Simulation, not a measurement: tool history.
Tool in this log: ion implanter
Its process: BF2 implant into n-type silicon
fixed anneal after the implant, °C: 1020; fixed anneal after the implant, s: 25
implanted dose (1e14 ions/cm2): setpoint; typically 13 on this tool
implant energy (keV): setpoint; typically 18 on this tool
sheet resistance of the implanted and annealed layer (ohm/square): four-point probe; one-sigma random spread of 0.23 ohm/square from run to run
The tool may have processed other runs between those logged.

run     day  implanted dose (1e14 ions/cm2)  implant energy (keV)  wafers since the last listed run  hours since the last dose calibration  hours since the extraction supply was calibrated  hours since the gauge calibration  read-back reference wafer on the same gauge, sheet resistance  sheet resistance of the implanted and annealed layer (ohm/square)
  1       0                              13                  20.5                                 0                                 1851.8                                            3991.1                                 75                                                            140                                                             145.67
  2   0.329                              13                  19.5                               115                                 1859.7                                              3999                               82.9                                                         139.95                                                             148.15
  3   2.546                              13                    18                               779                                 1912.9                                            4052.2                              136.1                                                         140.01                                                             151.62
  4   2.842                              13                    18                               104                                   1920                                            4059.3                              143.2                                                         139.99                                                             151.32
  5   3.146                              13                    18                               106                                 1927.3                                            4066.6                              150.5                                                         139.94                                                             151.37
  6   3.483                              13                    18                               118                                 1935.4                                            4074.7                              158.6                                                            140                                                             151.85
  7   4.117                              13                    16                               222                                 1950.6                                            4089.9                              173.8                                                            140                                                             157.05
  8   4.821                              13                    16                               247                                 1967.5                                            4106.8                              190.7                                                         140.01                                                             157.11
  9   5.412                              13                    18                               208                                 1981.7                                              4121                              204.9                                                         139.96                                                             151.95
 10   6.158                              13                    18                               262                                 1999.6                                            4138.9                              222.8                                                         139.98                                                             151.25
 11   6.633                              13                    18                               167                                   2011                                            4150.3                              234.2                                                         139.97                                                             151.47
      7.208  -- extraction supply calibrated
 12   7.288                              13                    18                               112                                 2026.7                                               1.9                              249.9                                                         140.02                                                              151.4
      7.833  -- Faraday cup replaced and dose calibrated
 13   7.971                              13                    18                               123                                    3.3                                              18.3                              266.3                                                         139.98                                                              151.8
 14   8.679                              13                    18                               249                                   20.3                                              35.3                              283.3                                                         140.03                                                             151.73
 15   9.188                           11.15                  23.5                               178                                   32.5                                              47.5                              295.5                                                         139.98                                                             146.43
 16   9.783                              13                    18                               209                                   46.8                                              61.8                              309.8                                                         139.99                                                             151.39
 17  10.275                           10.38                    14                               172                                   58.6                                              73.6                              321.6                                                         139.99                                                             176.17
 18  10.608                              13                    12                               117                                   66.6                                              81.6                              329.6                                                         140.01                                                             170.12
 19      11                           15.72                    16                               137                                     76                                                91                                339                                                         139.96                                                                151
 20  11.721                           11.21                    18                               253                                   93.3                                             108.3                              356.3                                                            140                                                             159.39
     12.329  -- gauge calibrated
 21  12.408                              13                    18                               241                                  109.8                                             124.8                                1.9                                                            140                                                             151.71
 22  13.042                              13                    12                               222                                    125                                               140                               17.1                                                         139.99                                                             169.71
 23  13.783                           16.55                  12.5                               260                                  142.8                                             157.8                               34.9                                                            140                                                              160.7
 24  14.504                              13                    23                               253                                  160.1                                             175.1                               52.2                                                         140.02                                                             139.49
 25    14.9                           10.93                  14.5                               139                                  169.6                                             184.6                               61.7                                                         140.02                                                             170.91
 26  15.375                           10.13                    12                               167                                    181                                               196                               73.1                                                         139.98                                                              185.6
 27   15.65                           14.61                  15.5                                96                                  187.6                                             202.6                               79.7                                                         139.98                                                             154.71
 28  16.225                           16.41                    16                               202                                  201.4                                             216.4                               93.5                                                         140.01                                                             150.09

Here are 5 independent what-if runs from the current tool condition. What would each one return?
  A  16.242                              13                    18                                 5                                  201.8                                             216.8                               93.9                                                              ?                                                                  ?
  B  16.242                           15.42                    18                                 5                                  201.8                                             216.8                               93.9                                                              ?                                                                  ?
  C  16.242                            11.6                    13                                 5                                  201.8                                             216.8                               93.9                                                              ?                                                                  ?
  D  16.242                            14.5                    20                                 5                                  201.8                                             216.8                               93.9                                                              ?                                                                  ?
  E  16.242                           16.51                    21                                 5                                  201.8                                             216.8                               93.9                                                              ?                                                                  ?

run  read-back reference wafer on the same gauge, sheet resistance  sheet resistance of the implanted and annealed layer (ohm/square)
  A                                                         140.02                                                             151.52
  B                                                         140.02                                                             145.87
  C                                                         140.02                                                             172.06
  D                                                         140.02                                                             142.55
  E                                                         140.02                                                             136.85
Stripped of hidden state, with their random variation kept, the same runs would have yielded:
run  sheet resistance of the implanted and annealed layer (ohm/square)
  A                                                             151.52
  B                                                             145.87
  C                                                             172.06
  D                                                             142.55
  E                                                             136.85
